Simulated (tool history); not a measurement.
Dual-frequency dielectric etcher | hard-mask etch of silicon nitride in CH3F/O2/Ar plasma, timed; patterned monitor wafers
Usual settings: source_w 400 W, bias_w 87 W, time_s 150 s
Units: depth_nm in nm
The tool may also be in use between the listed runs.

run	day	source_w	bias_w	time_s	read-back reference wafer on the same gauge, depth_nm	depth_nm
1	0	470	75	150	112	108.5
2	1.717	470	75	150	112	108.9
3	2.379	400	87	150	112	109.7
4	2.917	400	104	150	111.9	118.1
# day 3.862: bias power generator calibrated
# day 4.175: wet clean of the chamber
5	4.196	400	104	150	112	113.6
6	4.208	400	104	150	112	113.1
# day 4.375: source power generator calibrated
# day 4.421: gauge calibrated
# day 5.738: upper electrode replaced
7	5.758	400	87	150	112.1	105.6
8	5.771	400	87	150	112	106
9	6.146	400	87	150	112.1	106.4
10	6.783	440	71	175.5	112.1	118.2
11	7.054	440	87	176.5	112	129.1
12	7.696	400	79	150	112	102.4
13	8.412	400	77	150	112	101.9
14	8.796	400	65	127	112	81
15	9.492	450	67	127.5	112.1	85.6

Forecast each of these 5 alternatives for the next run:
A	9.512	400	108	150	?	?
B	9.512	370	87	192.5	?	?
C	9.512	400	87	113.5	?	?
D	9.512	330	87	126	?	?
E	9.512	490	105	150	?	?

run	read-back reference wafer on the same gauge, depth_nm	depth_nm
A	112	116.4
B	112	133.9
C	112	80.8
D	112	84.8
E	112	122.5
Without the tool's hidden state the same runs would have given:
run	depth_nm
A	114.4
B	131.6
C	79.4
D	83.3
E	120.3
